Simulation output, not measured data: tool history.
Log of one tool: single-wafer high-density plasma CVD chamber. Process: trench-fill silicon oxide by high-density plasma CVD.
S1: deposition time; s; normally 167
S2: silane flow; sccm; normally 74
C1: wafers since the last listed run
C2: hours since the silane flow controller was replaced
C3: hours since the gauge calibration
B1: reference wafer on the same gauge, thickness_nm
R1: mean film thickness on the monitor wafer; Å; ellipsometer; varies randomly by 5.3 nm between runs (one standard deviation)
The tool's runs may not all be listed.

Run 1, hour 0: usual settings; C1 0; C2 2214.5; C3 841.2; B1 1338.591. Result: R1 11350.57 Å.
Run 2, hour 64.4: usual settings; C1 469; C2 2278.9; C3 905.6; B1 1340.912. Result: R1 11382.61 Å.
Run 3, hour 151.9: usual settings; C1 638; C2 2366.4; C3 993.1; B1 1340.646. Result: R1 11378.19 Å.
Run 4, hour 237.2: usual settings but S2 84 sccm; C1 622; C2 2451.7; C3 1078.4; B1 1340.097. Result: R1 12724.07 Å.
Run 5, hour 274.4: usual settings but S2 84 sccm; C1 271; C2 2488.9; C3 1115.6; B1 1339.688. Result: R1 12776.59 Å.
Run 6, hour 340.3: usual settings but S2 84 sccm; C1 480; C2 2554.8; C3 1181.5; B1 1340.69. Result: R1 12748.2 Å.
Run 7, hour 414.1: usual settings but S2 65 sccm; C1 538; C2 2628.6; C3 1255.3; B1 1339.976. Result: R1 10142.87 Å.
Run 8, hour 475: usual settings but S2 65 sccm; C1 444; C2 2689.5; C3 1316.2; B1 1340.102. Result: R1 10130.78 Å.
Run 9, hour 513.8: usual settings; C1 282; C2 2728.3; C3 1355; B1 1339.003. Result: R1 11375.39 Å.
At hour 580.4: gauge calibrated.
Run 10, hour 581.4: usual settings; C1 492; C2 2795.9; C3 1; B1 1340.213. Result: R1 11441.03 Å.
Run 11, hour 655.2: usual settings; C1 538; C2 2869.7; C3 74.8; B1 1338.24. Result: R1 11407.66 Å.
Run 12, hour 730.4: usual settings but S1 196 s, S2 82 sccm; C1 548; C2 2944.9; C3 150; B1 1340.022. Result: R1 14492.36 Å.
Run 13, hour 810.4: usual settings but S1 183 s; C1 583; C2 3024.9; C3 230; B1 1339.402. Result: R1 12545.97 Å.
At hour 875.4: silane flow controller replaced.
Run 14, hour 892.8: usual settings but S1 198 s, S2 65 sccm; C1 542; C2 17.4; C3 312.4; B1 1341.025. Result: R1 12627.25 Å.
Run 15, hour 955.7: usual settings; C1 458; C2 80.3; C3 375.3; B1 1341.712. Result: R1 11881.33 Å.
Run 16, hour 1025.5: usual settings; C1 508; C2 150.1; C3 445.1; B1 1340.623. Result: R1 11744.85 Å.
Run 17, hour 1087: usual settings but S1 139 s, S2 85 sccm; C1 448; C2 211.6; C3 506.6; B1 1340.865. Result: R1 11211.76 Å.
Run 18, hour 1182: usual settings; C1 692; C2 306.6; C3 601.6; B1 1340.239. Result: R1 11720.78 Å.
Run 19, hour 1238.7: usual settings but S1 197 s; C1 413; C2 363.3; C3 658.3; B1 1340.432. Result: R1 13834.81 Å.
Run 20, hour 1336.7: usual settings but S1 134 s, S2 64 sccm; C1 714; C2 461.3; C3 756.3; B1 1340.244. Result: R1 8249.13 Å.

Below are 5 alternative next runs, each starting from the tool's condition after run 20. Predict each:
Run A, hour 1337.1: usual settings; C1 2; C2 461.7; C3 756.7; B1 ?. Result: R1 ?.
Run B, hour 1337.1: usual settings but S1 191 s; C1 2; C2 461.7; C3 756.7; B1 ?. Result: R1 ?.
Run C, hour 1337.1: usual settings but S1 152 s, S2 63 sccm; C1 2; C2 461.7; C3 756.7; B1 ?. Result: R1 ?.
Run D, hour 1337.1: usual settings but S1 190 s, S2 86 sccm; C1 2; C2 461.7; C3 756.7; B1 ?. Result: R1 ?.
Run E, hour 1337.1: usual settings but S1 187 s, S2 79 sccm; C1 2; C2 461.7; C3 756.7; B1 ?. Result: R1 ?.

run        B1        R1
  A  1339.463   11538.2
  B  1339.463  13196.39
  C  1339.463   9100.23
  D  1339.463  15038.57
  E  1339.463  13703.81
The same runs, with their run-to-run variation unchanged, on a tool lacking any hidden condition would have given:
run        R1
  A  11851.96
  B  13555.24
  C    9347.7
  D  15447.52
  E  14076.46
